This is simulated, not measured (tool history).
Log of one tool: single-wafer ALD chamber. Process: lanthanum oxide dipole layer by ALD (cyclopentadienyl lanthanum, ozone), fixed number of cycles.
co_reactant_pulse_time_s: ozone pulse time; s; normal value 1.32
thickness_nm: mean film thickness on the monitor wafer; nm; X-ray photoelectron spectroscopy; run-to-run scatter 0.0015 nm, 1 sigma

run,day,co_reactant_pulse_time_s,wafers since the last listed run,hours since the last thermocouple change,hours since the last ozone generator service,hours since the showerhead was replaced,hours since the gauge calibration,"read-back reference wafer on the same gauge, thickness_nm",thickness_nm
1,0,1.32,0,2336.7,1690,3002.5,860.7,0.626,0.568
2,1.654,1.18,636,2376.4,1729.7,3042.2,900.4,0.626,0.541
3,3.162,1.18,580,2412.6,1765.9,3078.4,936.6,0.626,0.544
# day 3.979: thermocouple changed; heater temperature recalibrated
4,4.629,1.16,436,15.6,1801.1,3113.6,971.8,0.626,0.537
5,5.992,1.16,524,48.3,1833.8,3146.3,1004.5,0.626,0.54
# day 6.658: ozone generator serviced
6,8.3,1.32,760,103.7,39.4,3201.7,1059.9,0.626,0.579
7,11.121,1.32,1085,171.4,107.1,3269.4,1127.6,0.625,0.579
# day 13.417: showerhead replaced
8,13.438,1,763,227,162.7,0.5,1183.2,0.625,0.522
# day 15.579: gauge calibrated
9,15.642,1,848,279.9,215.6,53.4,1.5,0.626,0.521
10,18.608,1,1142,351.1,286.8,124.6,72.7,0.626,0.519
11,21.338,1.55,1050,416.6,352.3,190.1,138.2,0.626,0.597
12,24.338,1.73,1154,488.6,424.3,262.1,210.2,0.626,0.608
13,27.05,0.91,1044,553.7,489.4,327.2,275.3,0.627,0.492
14,28.896,0.81,710,598,533.7,371.5,319.6,0.626,0.455
15,31.517,1.32,1008,660.9,596.6,434.4,382.5,0.627,0.577
16,34.271,1.68,1060,727,662.7,500.5,448.6,0.626,0.606
17,36.562,1.79,882,782,717.7,555.5,503.6,0.625,0.606
18,38.238,1.08,644,822.2,757.9,595.7,543.8,0.626,0.535
19,40.429,0.84,843,874.8,810.5,648.3,596.4,0.626,0.464
20,42.746,1.32,891,930.4,866.1,703.9,652,0.626,0.574
21,44.629,1.69,725,975.6,911.3,749.1,697.2,0.625,0.602
22,46.725,1.12,806,1025.9,961.6,799.4,747.5,0.627,0.54
23,49.104,1.32,915,1083,1018.7,856.5,804.6,0.626,0.573
24,51.496,1.58,920,1140.4,1076.1,913.9,862,0.626,0.595
25,53.438,1.07,747,1187,1122.7,960.5,908.6,0.626,0.527
26,56.129,1.32,1036,1251.6,1187.3,1025.1,973.2,0.626,0.571
27,57.638,1.71,580,1287.8,1223.5,1061.3,1009.4,0.626,0.603
28,60.583,1.57,1134,1358.5,1294.2,1132,1080.1,0.626,0.591
29,62.729,0.83,826,1410,1345.7,1183.5,1131.6,0.626,0.454
30,65.667,0.93,1130,1480.5,1416.2,1254,1202.1,0.626,0.486
# day 68.229: gauge calibrated
31,68.617,0.87,1135,1551.3,1487,1324.8,9.3,0.626,0.467
32,71.217,1.74,1000,1613.7,1549.4,1387.2,71.7,0.626,0.604
33,74.192,0.81,1145,1685.1,1620.8,1458.6,143.1,0.626,0.439
# day 75.346: ozone generator serviced
34,75.367,0.89,324,1713.3,0.5,1486.8,171.3,0.626,0.493

List, for all runs, the conditions of the tool that the log does not record:
wafer temperature above the value expected at the setpoint (K): 0 in every run
gauge reads high (%): 0 in every run
H1: ozone dose above that of a generator just serviced (%)
run,H1
1,-8.53
2,-8.73
3,-8.91
4,-9.09
5,-9.25
6,-1.02
7,-1.36
8,-1.64
9,-1.9
10,-2.26
11,-2.59
12,-2.96
13,-3.28
14,-3.51
15,-3.82
16,-4.16
17,-4.43
18,-4.64
19,-4.9
20,-5.18
21,-5.41
22,-5.66
23,-5.95
24,-6.24
25,-6.47
26,-6.8
27,-6.98
28,-7.34
29,-7.59
30,-7.95
31,-8.31
32,-8.62
33,-8.98
34,-1.44
